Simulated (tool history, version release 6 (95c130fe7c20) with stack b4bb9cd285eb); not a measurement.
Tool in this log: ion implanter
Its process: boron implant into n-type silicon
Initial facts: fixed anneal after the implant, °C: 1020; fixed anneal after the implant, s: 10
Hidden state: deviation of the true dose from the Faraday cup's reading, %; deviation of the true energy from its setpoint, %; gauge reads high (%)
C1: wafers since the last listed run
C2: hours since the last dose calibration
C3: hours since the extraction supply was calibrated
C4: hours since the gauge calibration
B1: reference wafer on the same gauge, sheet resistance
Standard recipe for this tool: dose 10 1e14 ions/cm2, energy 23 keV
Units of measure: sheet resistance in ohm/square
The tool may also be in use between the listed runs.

{"run": 1, "hour": 0.0, "dose": 10, "energy": 23, "C1": 0, "C2": 1201.6, "C3": 2293.7, "C4": 708.8, "B1": 141.97, "sheet resistance": 126.75}
{"run": 2, "hour": 51.8, "dose": 10, "energy": 20, "C1": 1271, "C2": 1253.4, "C3": 2345.5, "C4": 760.6, "B1": 141.99, "sheet resistance": 127.62}
{"hour": 176.7, "done": "Faraday cup replaced and dose calibrated"}
{"run": 3, "hour": 177.2, "dose": 10, "energy": 23, "C1": 2882, "C2": 0.5, "C3": 2470.9, "C4": 886, "B1": 142.04, "sheet resistance": 122.57}
{"run": 4, "hour": 361.8, "dose": 10, "energy": 23, "C1": 4531, "C2": 185.1, "C3": 2655.5, "C4": 1070.6, "B1": 142.13, "sheet resistance": 123.59}
{"run": 5, "hour": 428.3, "dose": 10, "energy": 23, "C1": 1632, "C2": 251.6, "C3": 2722, "C4": 1137.1, "B1": 141.98, "sheet resistance": 125.02}
{"run": 6, "hour": 461.9, "dose": 10, "energy": 17.5, "C1": 824, "C2": 285.2, "C3": 2755.6, "C4": 1170.7, "B1": 142.13, "sheet resistance": 127.69}
{"run": 7, "hour": 525.4, "dose": 10, "energy": 23, "C1": 1558, "C2": 348.7, "C3": 2819.1, "C4": 1234.2, "B1": 141.99, "sheet resistance": 123.99}
{"run": 8, "hour": 562.8, "dose": 10, "energy": 23, "C1": 918, "C2": 386.1, "C3": 2856.5, "C4": 1271.6, "B1": 142.17, "sheet resistance": 125.35}
{"run": 9, "hour": 623.1, "dose": 10, "energy": 23, "C1": 1480, "C2": 446.4, "C3": 2916.8, "C4": 1331.9, "B1": 141.92, "sheet resistance": 125.21}
{"run": 10, "hour": 676.8, "dose": 8.63, "energy": 23, "C1": 1318, "C2": 500.1, "C3": 2970.5, "C4": 1385.6, "B1": 141.96, "sheet resistance": 141.9}
{"hour": 701.2, "done": "extraction supply calibrated"}
{"run": 11, "hour": 735.6, "dose": 8.63, "energy": 23, "C1": 1247, "C2": 558.9, "C3": 34.4, "C4": 1444.4, "B1": 142, "sheet resistance": 142.85}
{"run": 12, "hour": 798.8, "dose": 11.21, "energy": 23, "C1": 1551, "C2": 622.1, "C3": 97.6, "C4": 1507.6, "B1": 141.84, "sheet resistance": 113.81}
{"hour": 801.5, "done": "gauge calibrated"}
{"run": 13, "hour": 832.0, "dose": 11.21, "energy": 23, "C1": 815, "C2": 655.3, "C3": 130.8, "C4": 30.5, "B1": 141.96, "sheet resistance": 115}
{"run": 14, "hour": 961.3, "dose": 10.82, "energy": 23, "C1": 3174, "C2": 784.6, "C3": 260.1, "C4": 159.8, "B1": 142.08, "sheet resistance": 117.7}
{"run": 15, "hour": 988.3, "dose": 7.85, "energy": 27, "C1": 662, "C2": 811.6, "C3": 287.1, "C4": 186.8, "B1": 142.15, "sheet resistance": 153.54}
{"run": 16, "hour": 1103.3, "dose": 10, "energy": 23, "C1": 2823, "C2": 926.6, "C3": 402.1, "C4": 301.8, "B1": 141.98, "sheet resistance": 127.49}
{"run": 17, "hour": 1168.6, "dose": 11.42, "energy": 30.5, "C1": 1603, "C2": 991.9, "C3": 467.4, "C4": 367.1, "B1": 141.91, "sheet resistance": 111.57}
{"run": 18, "hour": 1291.8, "dose": 11.68, "energy": 25.5, "C1": 3024, "C2": 1115.1, "C3": 590.6, "C4": 490.3, "B1": 141.84, "sheet resistance": 110.65}
{"run": 19, "hour": 1351.9, "dose": 10, "energy": 23, "C1": 1475, "C2": 1175.2, "C3": 650.7, "C4": 550.4, "B1": 142.09, "sheet resistance": 126.59}
{"run": 20, "hour": 1378.1, "dose": 7.78, "energy": 23, "C1": 643, "C2": 1201.4, "C3": 676.9, "C4": 576.6, "B1": 142.03, "sheet resistance": 156.85}
{"hour": 1397.9, "done": "Faraday cup replaced and dose calibrated"}
{"run": 21, "hour": 1412.4, "dose": 10.82, "energy": 23, "C1": 645, "C2": 14.5, "C3": 711.2, "C4": 610.9, "B1": 141.83, "sheet resistance": 115.27}
{"run": 22, "hour": 1528.9, "dose": 12.23, "energy": 17.5, "C1": 2859, "C2": 131, "C3": 827.7, "C4": 727.4, "B1": 141.92, "sheet resistance": 108}
{"run": 23, "hour": 1684.6, "dose": 9.1, "energy": 17, "C1": 3822, "C2": 286.7, "C3": 983.4, "C4": 883.1, "B1": 141.9, "sheet resistance": 138.66}
{"run": 24, "hour": 1727.1, "dose": 8.45, "energy": 30, "C1": 1043, "C2": 329.2, "C3": 1025.9, "C4": 925.6, "B1": 142.24, "sheet resistance": 142.19}
{"run": 25, "hour": 1793.1, "dose": 12.08, "energy": 19, "C1": 1620, "C2": 395.2, "C3": 1091.9, "C4": 991.6, "B1": 142.07, "sheet resistance": 109.34}
{"run": 26, "hour": 1840.5, "dose": 8.82, "energy": 28.5, "C1": 1163, "C2": 442.6, "C3": 1139.3, "C4": 1039, "B1": 142.1, "sheet resistance": 137.37}
{"run": 27, "hour": 1870.1, "dose": 12.02, "energy": 20, "C1": 726, "C2": 472.2, "C3": 1168.9, "C4": 1068.6, "B1": 141.88, "sheet resistance": 110.19}

Here are 5 independent what-if runs from the current tool condition. What would each one return?
{"run": "A", "hour": 1870.5, "dose": 10, "energy": 23, "C1": 9, "C2": 472.6, "C3": 1169.3, "C4": 1069, "B1": "?", "sheet resistance": "?"}
{"run": "B", "hour": 1870.5, "dose": 11.24, "energy": 25.5, "C1": 9, "C2": 472.6, "C3": 1169.3, "C4": 1069, "B1": "?", "sheet resistance": "?"}
{"run": "C", "hour": 1870.5, "dose": 10, "energy": 26.5, "C1": 9, "C2": 472.6, "C3": 1169.3, "C4": 1069, "B1": "?", "sheet resistance": "?"}
{"run": "D", "hour": 1870.5, "dose": 8.56, "energy": 30.5, "C1": 9, "C2": 472.6, "C3": 1169.3, "C4": 1069, "B1": "?", "sheet resistance": "?"}
{"run": "E", "hour": 1870.5, "dose": 8.7, "energy": 26, "C1": 9, "C2": 472.6, "C3": 1169.3, "C4": 1069, "B1": "?", "sheet resistance": "?"}

run=A B1=141.97 sheet_resistance=125.36
run=B B1=141.97 sheet_resistance=112.87
run=C B1=141.97 sheet_resistance=124.03
run=D B1=141.97 sheet_resistance=139.94
run=E B1=141.97 sheet_resistance=139.73
Had the tool no hidden state, the same runs would have come out as:
run=A sheet_resistance=121.7
run=B sheet_resistance=109.66
run=C sheet_resistance=120.42
run=D sheet_resistance=135.86
run=E sheet_resistance=135.59

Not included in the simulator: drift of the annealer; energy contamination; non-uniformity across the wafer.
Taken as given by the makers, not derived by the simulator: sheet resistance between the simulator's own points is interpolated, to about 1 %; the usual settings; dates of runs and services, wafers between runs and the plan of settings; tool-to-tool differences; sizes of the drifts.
